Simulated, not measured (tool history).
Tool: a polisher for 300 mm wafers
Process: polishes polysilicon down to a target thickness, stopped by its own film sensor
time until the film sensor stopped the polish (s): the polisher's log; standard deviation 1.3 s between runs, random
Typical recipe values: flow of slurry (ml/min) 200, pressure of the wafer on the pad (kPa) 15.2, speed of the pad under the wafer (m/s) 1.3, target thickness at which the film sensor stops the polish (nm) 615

run,hour,flow of slurry (ml/min),pressure of the wafer on the pad (kPa),speed of the pad under the wafer (m/s),target thickness at which the film sensor stops the polish (nm),"incoming thickness of the incoming film, nm",time until the film sensor stopped the polish (s)
1,0,200,15.2,1.3,476,1181.8,77
2,94.9,200,15.2,1.3,476,1190,77.3
3,202.3,245,15.2,1.3,615,1200.9,62.3
# hour 265.3: slurry nozzle cleaned
4,299.7,245,15.2,1.3,615,1200.9,62.6
# hour 369.7: worn pad replaced by a new one
5,399.8,200,15.2,1.3,736,1173.2,50.6
6,486.1,200,15.2,1.3,535,1188.9,73.3
7,562,200,15.2,1.3,535,1210.8,74.6
8,646.3,200,15.2,1.3,502,1179.8,76.2
# hour 751.8: head pressure recalibrated
9,752.2,200,13.8,1.3,569,1168.8,72.4
# hour 769.2: slurry nozzle cleaned
10,789.4,200,13.8,1.3,569,1181.3,72.1
11,838.9,200,13.8,1.3,569,1180.2,74.4
# hour 872: worn pad replaced by a new one
12,910.3,200,15.2,1.3,615,1203.9,66.2
13,974,200,15.2,1.3,615,1213.9,65.3
14,1058.2,200,15.2,0.94,615,1185.2,81.8
15,1157.8,200,15.2,0.94,615,1191.2,83.2
16,1216.3,200,15.2,0.94,615,1195.6,87.6
# hour 1276.9: slurry nozzle cleaned
# hour 1293.7: worn pad replaced by a new one
17,1310.5,200,15.2,1.72,705,1195.2,42
18,1389.3,200,10.3,1.58,615,1187.8,77.5
19,1441.3,200,15.2,1.46,615,1189.3,57.9
20,1517.2,200,15.2,1.64,796,1201.5,37
21,1574.2,155,15.2,1.3,615,1173.4,64.7
22,1620.4,200,15.2,1.3,615,1188.5,65.6

Estimate the outcome of run 23 from the log above:
# hour 1698.6: slurry nozzle cleaned
23,1699.1,200,15.2,0.94,615,1186.1,?

time until the film sensor stopped the polish (s): 83.5
If the tool had no hidden condition, the same run with the same run-to-run variation would have returned time until the film sensor stopped the polish (s) 83.5.
